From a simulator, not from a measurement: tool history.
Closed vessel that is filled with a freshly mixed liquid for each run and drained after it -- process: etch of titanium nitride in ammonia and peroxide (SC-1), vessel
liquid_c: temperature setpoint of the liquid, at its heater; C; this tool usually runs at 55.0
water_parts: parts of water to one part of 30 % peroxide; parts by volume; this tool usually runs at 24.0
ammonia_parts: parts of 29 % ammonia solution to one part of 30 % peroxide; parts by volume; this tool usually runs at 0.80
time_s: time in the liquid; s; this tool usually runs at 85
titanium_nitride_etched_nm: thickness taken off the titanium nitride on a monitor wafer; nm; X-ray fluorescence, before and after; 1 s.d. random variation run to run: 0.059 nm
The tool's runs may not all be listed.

run	hour	liquid_c	water_parts	ammonia_parts	time_s	wafers since the last listed run	hours since the thermometer was replaced	hours since the ammonia flow meter was replaced	hours since the drum of ammonia solution was connected	hours since the gauge calibration	read-back film thickness of the titanium nitride reference wafer, read on the same gauge (nm)	titanium_nitride_etched_nm
1	0.0	55.0	24.0	0.80	85	0	519.7	2058.5	450.6	295.5	150.00	6.32
2	11.0	55.0	24.0	0.80	85	709	530.7	2069.5	461.6	306.5	150.00	6.33
3	24.4	48.0	24.0	0.80	85	863	544.1	2082.9	475.0	319.9	150.02	3.91
4	37.4	55.0	24.0	0.80	85	838	557.1	2095.9	488.0	332.9	149.98	6.47
5	55.2	55.0	24.0	0.80	85	1147	574.9	2113.7	505.8	350.7	150.00	6.37
6	66.9	55.0	24.0	0.80	85	754	586.6	2125.4	517.5	362.4	149.99	6.28
7	81.3	55.0	24.0	0.80	85	928	601.0	2139.8	531.9	376.8	150.01	6.38
8	95.4	55.0	24.0	0.80	85	908	615.1	2153.9	546.0	390.9	149.98	6.25
# hour 105.7: new drum of ammonia solution connected
9	110.8	55.0	24.0	0.80	85	928	630.5	2169.3	5.1	406.3	150.01	6.30
10	123.5	55.0	24.0	0.80	85	818	643.2	2182.0	17.8	419.0	150.01	6.40
11	131.2	55.0	19.0	0.80	85	496	650.9	2189.7	25.5	426.7	150.00	7.12
# hour 146.6: thermometer replaced
12	147.1	47.5	24.0	1.20	85	960	0.5	2205.6	41.4	442.6	150.04	4.06
13	159.6	55.0	13.5	0.80	125	805	13.0	2218.1	53.9	455.1	150.02	12.68
14	167.5	60.5	17.0	1.00	110	509	20.9	2226.0	61.8	463.0	150.02	14.73
15	177.5	45.0	24.0	0.80	40	644	30.9	2236.0	71.8	473.0	150.03	1.45
16	184.7	55.0	34.5	0.80	85	464	38.1	2243.2	79.0	480.2	150.03	5.06
# hour 198.1: gauge calibrated
17	198.7	55.0	35.0	0.60	85	902	52.1	2257.2	93.0	0.6	149.97	4.79
18	213.2	63.0	24.0	1.00	85	934	66.6	2271.7	107.5	15.1	149.99	11.19
19	219.9	55.0	24.0	0.80	85	431	73.3	2278.4	114.2	21.8	150.00	6.43
20	232.8	55.0	24.0	0.40	60	831	86.2	2291.3	127.1	34.7	150.00	3.95
# hour 238.0: ammonia flow meter replaced
21	239.2	55.0	24.0	0.80	115	348	92.6	1.2	133.5	41.1	150.01	8.67
22	246.9	55.0	20.0	0.80	85	496	100.3	8.9	141.2	48.8	149.96	7.01
23	295.0	55.0	24.0	1.00	85	3100	148.4	57.0	189.3	96.9	150.01	6.62
24	307.0	55.0	33.0	0.65	85	773	160.4	69.0	201.3	108.9	150.00	5.07
25	333.5	52.0	33.5	1.05	60	1708	186.9	95.5	227.8	135.4	150.00	3.18

For run 26, what comes out?
26	341.3	55.0	24.0	0.80	85	502	194.7	103.3	235.6	143.2	?	?

read-back film thickness of the titanium nitride reference wafer, read on the same gauge (nm): 150.00
titanium_nitride_etched_nm: 6.21 nm
Take away the tool's hidden state, keep the run-to-run variation as it was, and the same run would have given titanium_nitride_etched_nm 6.21 nm.
